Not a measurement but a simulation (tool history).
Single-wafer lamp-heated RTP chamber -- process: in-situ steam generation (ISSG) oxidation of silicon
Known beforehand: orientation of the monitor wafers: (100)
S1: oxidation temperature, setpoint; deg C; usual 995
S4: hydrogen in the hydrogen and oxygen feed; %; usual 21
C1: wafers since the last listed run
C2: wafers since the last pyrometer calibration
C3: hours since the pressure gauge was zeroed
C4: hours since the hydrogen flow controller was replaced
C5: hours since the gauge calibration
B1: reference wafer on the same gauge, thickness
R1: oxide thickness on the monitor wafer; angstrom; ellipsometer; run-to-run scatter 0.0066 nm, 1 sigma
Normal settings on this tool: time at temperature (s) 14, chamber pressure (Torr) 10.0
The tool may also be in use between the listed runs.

run 1 hour=0.0 | S1=1004 time_at_temperature_(s)=16 chamber_pressure_(Torr)=10.0 S4=21 | C1=0 C2=3038 C3=2587.5 C4=3789.3 C5=216.9 | B1=4.562 | R1=48.75
run 2 hour=24.5 | S1=995 time_at_temperature_(s)=14 chamber_pressure_(Torr)=10.0 S4=21 | C1=128 C2=3167 C3=2612.0 C4=3813.8 C5=241.4 | B1=4.562 | R1=44.46
run 3 hour=60.1 | S1=995 time_at_temperature_(s)=14 chamber_pressure_(Torr)=10.0 S4=15 | C1=186 C2=3354 C3=2647.6 C4=3849.4 C5=277.0 | B1=4.561 | R1=41.19
run 4 hour=89.5 | S1=995 time_at_temperature_(s)=14 chamber_pressure_(Torr)=10.0 S4=15 | C1=154 C2=3508 C3=2677.0 C4=3878.8 C5=306.4 | B1=4.562 | R1=41.38
run 5 hour=105.2 | S1=995 time_at_temperature_(s)=14 chamber_pressure_(Torr)=10.0 S4=21 | C1=82 C2=3590 C3=2692.7 C4=3894.5 C5=322.1 | B1=4.562 | R1=44.39
run 6 hour=141.0 | S1=995 time_at_temperature_(s)=14 chamber_pressure_(Torr)=10.0 S4=21 | C1=187 C2=3778 C3=2728.5 C4=3930.3 C5=357.9 | B1=4.559 | R1=44.55
run 7 hour=161.9 | S1=995 time_at_temperature_(s)=14 chamber_pressure_(Torr)=9.7 S4=21 | C1=109 C2=3888 C3=2749.4 C4=3951.2 C5=378.8 | B1=4.559 | R1=44.67
run 8 hour=187.9 | S1=995 time_at_temperature_(s)=11 chamber_pressure_(Torr)=10.0 S4=21 | C1=136 C2=4024 C3=2775.4 C4=3977.2 C5=404.8 | B1=4.560 | R1=40.17
-- hour=216.2 pressure gauge zeroed
run 9 hour=216.7 | S1=995 time_at_temperature_(s)=11 chamber_pressure_(Torr)=10.0 S4=21 | C1=109 C2=4133 C3=0.5 C4=4006.0 C5=433.6 | B1=4.560 | R1=40.12
run 10 hour=239.0 | S1=995 time_at_temperature_(s)=11 chamber_pressure_(Torr)=10.0 S4=21 | C1=116 C2=4250 C3=22.8 C4=4028.3 C5=455.9 | B1=4.563 | R1=40.08
run 11 hour=252.5 | S1=995 time_at_temperature_(s)=14 chamber_pressure_(Torr)=9.5 S4=21 | C1=70 C2=4321 C3=36.3 C4=4041.8 C5=469.4 | B1=4.558 | R1=45.06
run 12 hour=274.9 | S1=995 time_at_temperature_(s)=14 chamber_pressure_(Torr)=9.5 S4=21 | C1=117 C2=4438 C3=58.7 C4=4064.2 C5=491.8 | B1=4.559 | R1=45.03
run 13 hour=306.2 | S1=1004 time_at_temperature_(s)=16 chamber_pressure_(Torr)=10.0 S4=13 | C1=164 C2=4602 C3=90.0 C4=4095.5 C5=523.1 | B1=4.561 | R1=44.30
run 14 hour=331.6 | S1=995 time_at_temperature_(s)=14 chamber_pressure_(Torr)=10.0 S4=21 | C1=133 C2=4736 C3=115.4 C4=4120.9 C5=548.5 | B1=4.561 | R1=44.56
run 15 hour=345.1 | S1=976 time_at_temperature_(s)=10 chamber_pressure_(Torr)=10.0 S4=31 | C1=70 C2=4807 C3=128.9 C4=4134.4 C5=562.0 | B1=4.565 | R1=40.05
-- hour=370.1 pyrometer window cleaned and pyrometer calibrated
run 16 hour=370.6 | S1=995 time_at_temperature_(s)=14 chamber_pressure_(Torr)=10.0 S4=21 | C1=91 C2=2 C3=154.4 C4=4159.9 C5=587.5 | B1=4.563 | R1=44.05
run 17 hour=378.5 | S1=995 time_at_temperature_(s)=16 chamber_pressure_(Torr)=9.1 S4=11 | C1=41 C2=43 C3=162.3 C4=4167.8 C5=595.4 | B1=4.560 | R1=41.10
-- hour=387.2 hydrogen flow controller replaced
-- hour=425.6 gauge calibrated
run 18 hour=473.8 | S1=995 time_at_temperature_(s)=19 chamber_pressure_(Torr)=10.0 S4=21 | C1=457 C2=501 C3=257.6 C4=86.6 C5=48.2 | B1=4.562 | R1=50.67
run 19 hour=500.9 | S1=1002 time_at_temperature_(s)=14 chamber_pressure_(Torr)=10.0 S4=15 | C1=142 C2=643 C3=284.7 C4=113.7 C5=75.3 | B1=4.561 | R1=41.92
run 20 hour=532.8 | S1=995 time_at_temperature_(s)=14 chamber_pressure_(Torr)=10.0 S4=21 | C1=167 C2=811 C3=316.6 C4=145.6 C5=107.2 | B1=4.560 | R1=44.10
run 21 hour=547.5 | S1=979 time_at_temperature_(s)=14 chamber_pressure_(Torr)=9.0 S4=21 | C1=77 C2=888 C3=331.3 C4=160.3 C5=121.9 | B1=4.556 | R1=42.47
run 22 hour=573.4 | S1=995 time_at_temperature_(s)=14 chamber_pressure_(Torr)=10.0 S4=28 | C1=135 C2=1024 C3=357.2 C4=186.2 C5=147.8 | B1=4.560 | R1=47.18
run 23 hour=607.1 | S1=995 time_at_temperature_(s)=14 chamber_pressure_(Torr)=10.0 S4=11 | C1=176 C2=1200 C3=390.9 C4=219.9 C5=181.5 | B1=4.561 | R1=38.43
run 24 hour=633.9 | S1=995 time_at_temperature_(s)=19 chamber_pressure_(Torr)=10.0 S4=13 | C1=140 C2=1341 C3=417.7 C4=246.7 C5=208.3 | B1=4.561 | R1=45.73
run 25 hour=652.1 | S1=1009 time_at_temperature_(s)=13 chamber_pressure_(Torr)=10.0 S4=21 | C1=95 C2=1436 C3=435.9 C4=264.9 C5=226.5 | B1=4.559 | R1=44.94

Each run again, without the hidden state but with its own random variation kept:
Hidden state at play: true wafer temperature minus pyrometer reading, K; true pressure minus gauge reading, Torr; deviation of the hydrogen flow from its setpoint, %; gauge reads high (%).
run=1 R1=48.07
run=2 R1=43.89
run=3 R1=40.64
run=4 R1=40.80
run=5 R1=43.76
run=6 R1=43.89
run=7 R1=44.00
run=8 R1=39.59
run=9 R1=39.53
run=10 R1=39.48
run=11 R1=44.30
run=12 R1=44.26
run=13 R1=43.44
run=14 R1=43.76
run=15 R1=39.49
run=16 R1=43.92
run=17 R1=40.97
run=18 R1=50.41
run=19 R1=41.69
run=20 R1=43.84
run=21 R1=42.25
run=22 R1=46.88
run=23 R1=38.16
run=24 R1=45.36
run=25 R1=44.57
